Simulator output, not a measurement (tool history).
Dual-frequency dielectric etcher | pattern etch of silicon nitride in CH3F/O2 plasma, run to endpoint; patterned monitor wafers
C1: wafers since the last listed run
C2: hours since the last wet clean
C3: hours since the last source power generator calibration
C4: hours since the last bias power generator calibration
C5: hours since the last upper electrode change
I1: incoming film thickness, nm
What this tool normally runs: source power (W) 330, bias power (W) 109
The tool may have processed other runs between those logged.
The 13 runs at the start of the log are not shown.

{"hour": 628.7, "done": "wet clean of the chamber"}
{"run": 14, "hour": 629.2, "source power (W)": 330, "bias power (W)": 109, "C1": 87, "C2": 0.5, "C3": 3500.8, "C4": 4257.3, "C5": 4625.4, "I1": 111.0, "endpoint time (s)": 108.8}
{"run": 15, "hour": 685.9, "source power (W)": 330, "bias power (W)": 87, "C1": 425, "C2": 57.2, "C3": 3557.5, "C4": 4314.0, "C5": 4682.1, "I1": 111.3, "endpoint time (s)": 117.4}
{"run": 16, "hour": 734.1, "source power (W)": 380, "bias power (W)": 91, "C1": 362, "C2": 105.4, "C3": 3605.7, "C4": 4362.2, "C5": 4730.3, "I1": 109.7, "endpoint time (s)": 110.9}
{"hour": 779.7, "done": "upper electrode replaced"}
{"run": 17, "hour": 782.9, "source power (W)": 390, "bias power (W)": 102, "C1": 186, "C2": 154.2, "C3": 3654.5, "C4": 4411.0, "C5": 3.2, "I1": 111.6, "endpoint time (s)": 108.8}
{"hour": 808.9, "done": "source power generator calibrated"}
{"run": 18, "hour": 843.5, "source power (W)": 290, "bias power (W)": 93, "C1": 425, "C2": 214.8, "C3": 34.6, "C4": 4471.6, "C5": 63.8, "I1": 110.7, "endpoint time (s)": 119.6}
{"run": 19, "hour": 872.4, "source power (W)": 280, "bias power (W)": 122, "C1": 217, "C2": 243.7, "C3": 63.5, "C4": 4500.5, "C5": 92.7, "I1": 111.2, "endpoint time (s)": 110.0}
{"run": 20, "hour": 913.1, "source power (W)": 310, "bias power (W)": 125, "C1": 305, "C2": 284.4, "C3": 104.2, "C4": 4541.2, "C5": 133.4, "I1": 110.4, "endpoint time (s)": 107.1}
{"run": 21, "hour": 952.0, "source power (W)": 330, "bias power (W)": 109, "C1": 292, "C2": 323.3, "C3": 143.1, "C4": 4580.1, "C5": 172.3, "I1": 110.6, "endpoint time (s)": 110.8}
{"run": 22, "hour": 1006.1, "source power (W)": 330, "bias power (W)": 109, "C1": 406, "C2": 377.4, "C3": 197.2, "C4": 4634.2, "C5": 226.4, "I1": 111.3, "endpoint time (s)": 112.0}
{"run": 23, "hour": 1053.8, "source power (W)": 280, "bias power (W)": 117, "C1": 358, "C2": 425.1, "C3": 244.9, "C4": 4681.9, "C5": 274.1, "I1": 110.9, "endpoint time (s)": 114.3}
{"run": 24, "hour": 1118.0, "source power (W)": 410, "bias power (W)": 95, "C1": 482, "C2": 489.3, "C3": 309.1, "C4": 4746.1, "C5": 338.3, "I1": 111.3, "endpoint time (s)": 113.4}
{"hour": 1185.3, "done": "bias power generator calibrated"}
{"run": 25, "hour": 1185.8, "source power (W)": 370, "bias power (W)": 117, "C1": 479, "C2": 557.1, "C3": 376.9, "C4": 0.5, "C5": 406.1, "I1": 111.1, "endpoint time (s)": 109.0}
{"run": 26, "hour": 1225.8, "source power (W)": 310, "bias power (W)": 102, "C1": 300, "C2": 597.1, "C3": 416.9, "C4": 40.5, "C5": 446.1, "I1": 112.3, "endpoint time (s)": 120.4}
{"hour": 1268.2, "done": "wet clean of the chamber"}
{"run": 27, "hour": 1268.7, "source power (W)": 410, "bias power (W)": 109, "C1": 141, "C2": 0.5, "C3": 459.8, "C4": 83.4, "C5": 489.0, "I1": 111.1, "endpoint time (s)": 104.8}
{"run": 28, "hour": 1298.1, "source power (W)": 330, "bias power (W)": 109, "C1": 220, "C2": 29.9, "C3": 489.2, "C4": 112.8, "C5": 518.4, "I1": 111.3, "endpoint time (s)": 110.0}
{"run": 29, "hour": 1331.6, "source power (W)": 330, "bias power (W)": 98, "C1": 251, "C2": 63.4, "C3": 522.7, "C4": 146.3, "C5": 551.9, "I1": 111.3, "endpoint time (s)": 113.5}
{"run": 30, "hour": 1393.2, "source power (W)": 330, "bias power (W)": 109, "C1": 462, "C2": 125.0, "C3": 584.3, "C4": 207.9, "C5": 613.5, "I1": 109.1, "endpoint time (s)": 108.2}
{"run": 31, "hour": 1439.1, "source power (W)": 330, "bias power (W)": 99, "C1": 344, "C2": 170.9, "C3": 630.2, "C4": 253.8, "C5": 659.4, "I1": 111.0, "endpoint time (s)": 114.2}
{"run": 32, "hour": 1464.8, "source power (W)": 260, "bias power (W)": 123, "C1": 193, "C2": 196.6, "C3": 655.9, "C4": 279.5, "C5": 685.1, "I1": 112.8, "endpoint time (s)": 113.7}
{"run": 33, "hour": 1490.2, "source power (W)": 370, "bias power (W)": 120, "C1": 190, "C2": 222.0, "C3": 681.3, "C4": 304.9, "C5": 710.5, "I1": 111.1, "endpoint time (s)": 106.5}
{"run": 34, "hour": 1554.8, "source power (W)": 290, "bias power (W)": 131, "C1": 485, "C2": 286.6, "C3": 745.9, "C4": 369.5, "C5": 775.1, "I1": 110.2, "endpoint time (s)": 107.9}
{"run": 35, "hour": 1613.4, "source power (W)": 330, "bias power (W)": 109, "C1": 440, "C2": 345.2, "C3": 804.5, "C4": 428.1, "C5": 833.7, "I1": 110.7, "endpoint time (s)": 112.6}

Each row is a separate what-if for the run after 35, all from the same tool condition, not one after another. Results?
{"run": "A", "hour": 1613.9, "source power (W)": 330, "bias power (W)": 109, "C1": 3, "C2": 345.7, "C3": 805.0, "C4": 428.6, "C5": 834.2, "I1": 110.3, "endpoint time (s)": "?"}
{"run": "B", "hour": 1613.9, "source power (W)": 300, "bias power (W)": 109, "C1": 3, "C2": 345.7, "C3": 805.0, "C4": 428.6, "C5": 834.2, "I1": 110.3, "endpoint time (s)": "?"}
{"run": "C", "hour": 1613.9, "source power (W)": 290, "bias power (W)": 127, "C1": 3, "C2": 345.7, "C3": 805.0, "C4": 428.6, "C5": 834.2, "I1": 110.3, "endpoint time (s)": "?"}
{"run": "D", "hour": 1613.9, "source power (W)": 260, "bias power (W)": 87, "C1": 3, "C2": 345.7, "C3": 805.0, "C4": 428.6, "C5": 834.2, "I1": 110.3, "endpoint time (s)": "?"}

run=A endpoint_time_(s)=111.8
run=B endpoint_time_(s)=114.2
run=C endpoint_time_(s)=109.2
run=D endpoint_time_(s)=126.4
With no hidden state in the tool, these same runs would have given:
run=A endpoint_time_(s)=108.2
run=B endpoint_time_(s)=110.5
run=C endpoint_time_(s)=105.7
run=D endpoint_time_(s)=122.4
